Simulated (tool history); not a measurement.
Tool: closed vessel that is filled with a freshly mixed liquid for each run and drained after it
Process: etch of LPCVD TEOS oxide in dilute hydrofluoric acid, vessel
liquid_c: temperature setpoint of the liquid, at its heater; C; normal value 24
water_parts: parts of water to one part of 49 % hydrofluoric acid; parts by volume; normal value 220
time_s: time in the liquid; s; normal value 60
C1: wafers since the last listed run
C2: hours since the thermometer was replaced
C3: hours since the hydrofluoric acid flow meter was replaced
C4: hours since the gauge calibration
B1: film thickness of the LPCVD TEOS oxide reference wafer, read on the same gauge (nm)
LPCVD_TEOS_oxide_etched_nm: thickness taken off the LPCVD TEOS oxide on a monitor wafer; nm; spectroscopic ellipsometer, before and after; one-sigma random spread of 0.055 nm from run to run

{"run": 1, "hour": 0.0, "liquid_c": 24, "water_parts": 220, "time_s": 60, "C1": 0, "C2": 40.6, "C3": 1342.4, "C4": 1488.4, "B1": 129.98, "LPCVD_TEOS_oxide_etched_nm": 9.17}
{"run": 2, "hour": 53.4, "liquid_c": 24, "water_parts": 220, "time_s": 60, "C1": 7721, "C2": 94, "C3": 1395.8, "C4": 1541.8, "B1": 130.03, "LPCVD_TEOS_oxide_etched_nm": 9.21}
{"run": 3, "hour": 114.4, "liquid_c": 24, "water_parts": 255, "time_s": 60, "C1": 8820, "C2": 155, "C3": 1456.8, "C4": 1602.8, "B1": 130, "LPCVD_TEOS_oxide_etched_nm": 7.7}
{"run": 4, "hour": 190.0, "liquid_c": 24, "water_parts": 255, "time_s": 60, "C1": 10931, "C2": 230.6, "C3": 1532.4, "C4": 1678.4, "B1": 130, "LPCVD_TEOS_oxide_etched_nm": 7.75}
{"run": 5, "hour": 284.5, "liquid_c": 24, "water_parts": 255, "time_s": 60, "C1": 13664, "C2": 325.1, "C3": 1626.9, "C4": 1772.9, "B1": 130, "LPCVD_TEOS_oxide_etched_nm": 7.69}
{"hour": 289.8, "done": "hydrofluoric acid flow meter replaced"}
{"run": 6, "hour": 326.5, "liquid_c": 24, "water_parts": 220, "time_s": 60, "C1": 5928, "C2": 367.1, "C3": 36.7, "C4": 1814.9, "B1": 130.05, "LPCVD_TEOS_oxide_etched_nm": 9.35}
{"run": 7, "hour": 401.5, "liquid_c": 24, "water_parts": 220, "time_s": 60, "C1": 10844, "C2": 442.1, "C3": 111.7, "C4": 1889.9, "B1": 129.99, "LPCVD_TEOS_oxide_etched_nm": 9.26}
{"run": 8, "hour": 484.9, "liquid_c": 24, "water_parts": 220, "time_s": 60, "C1": 12059, "C2": 525.5, "C3": 195.1, "C4": 1973.3, "B1": 130, "LPCVD_TEOS_oxide_etched_nm": 9.34}
{"run": 9, "hour": 521.0, "liquid_c": 24, "water_parts": 220, "time_s": 60, "C1": 5219, "C2": 561.6, "C3": 231.2, "C4": 2009.4, "B1": 130.02, "LPCVD_TEOS_oxide_etched_nm": 9.24}
{"run": 10, "hour": 613.1, "liquid_c": 24, "water_parts": 220, "time_s": 60, "C1": 13317, "C2": 653.7, "C3": 323.3, "C4": 2101.5, "B1": 129.98, "LPCVD_TEOS_oxide_etched_nm": 9.32}
{"hour": 628.4, "done": "gauge calibrated"}
{"run": 11, "hour": 682.3, "liquid_c": 24, "water_parts": 220, "time_s": 60, "C1": 10006, "C2": 722.9, "C3": 392.5, "C4": 53.9, "B1": 129.99, "LPCVD_TEOS_oxide_etched_nm": 9.3}
{"run": 12, "hour": 738.9, "liquid_c": 24, "water_parts": 220, "time_s": 60, "C1": 8184, "C2": 779.5, "C3": 449.1, "C4": 110.5, "B1": 129.98, "LPCVD_TEOS_oxide_etched_nm": 9.4}
{"run": 13, "hour": 778.5, "liquid_c": 22.5, "water_parts": 220, "time_s": 60, "C1": 5726, "C2": 819.1, "C3": 488.7, "C4": 150.1, "B1": 130.02, "LPCVD_TEOS_oxide_etched_nm": 8.82}
{"run": 14, "hour": 817.6, "liquid_c": 19.5, "water_parts": 220, "time_s": 60, "C1": 5653, "C2": 858.2, "C3": 527.8, "C4": 189.2, "B1": 130, "LPCVD_TEOS_oxide_etched_nm": 7.87}
{"run": 15, "hour": 883.4, "liquid_c": 24, "water_parts": 255, "time_s": 45, "C1": 9514, "C2": 924, "C3": 593.6, "C4": 255, "B1": 130, "LPCVD_TEOS_oxide_etched_nm": 5.83}
{"run": 16, "hour": 937.5, "liquid_c": 24, "water_parts": 295, "time_s": 45, "C1": 7822, "C2": 978.1, "C3": 647.7, "C4": 309.1, "B1": 130.02, "LPCVD_TEOS_oxide_etched_nm": 4.81}
{"run": 17, "hour": 987.6, "liquid_c": 24, "water_parts": 180, "time_s": 30, "C1": 7244, "C2": 1028.2, "C3": 697.8, "C4": 359.2, "B1": 130.03, "LPCVD_TEOS_oxide_etched_nm": 5.92}
{"run": 18, "hour": 1032.3, "liquid_c": 24, "water_parts": 255, "time_s": 45, "C1": 6463, "C2": 1072.9, "C3": 742.5, "C4": 403.9, "B1": 129.98, "LPCVD_TEOS_oxide_etched_nm": 5.84}
{"run": 19, "hour": 1077.9, "liquid_c": 19, "water_parts": 260, "time_s": 75, "C1": 6593, "C2": 1118.5, "C3": 788.1, "C4": 449.5, "B1": 130.03, "LPCVD_TEOS_oxide_etched_nm": 7.95}
{"run": 20, "hour": 1157.7, "liquid_c": 26, "water_parts": 220, "time_s": 90, "C1": 11538, "C2": 1198.3, "C3": 867.9, "C4": 529.3, "B1": 129.99, "LPCVD_TEOS_oxide_etched_nm": 14.9}

What will run 21 give?
{"run": 21, "hour": 1250.9, "liquid_c": 24, "water_parts": 220, "time_s": 60, "C1": 13476, "C2": 1291.5, "C3": 961.1, "C4": 622.5, "B1": "?", "LPCVD_TEOS_oxide_etched_nm": "?"}

B1: 130.01
LPCVD_TEOS_oxide_etched_nm: 9.32 nm
On a tool with no hidden condition, and with the same random variation, this run would have come out at LPCVD_TEOS_oxide_etched_nm 9.32 nm.

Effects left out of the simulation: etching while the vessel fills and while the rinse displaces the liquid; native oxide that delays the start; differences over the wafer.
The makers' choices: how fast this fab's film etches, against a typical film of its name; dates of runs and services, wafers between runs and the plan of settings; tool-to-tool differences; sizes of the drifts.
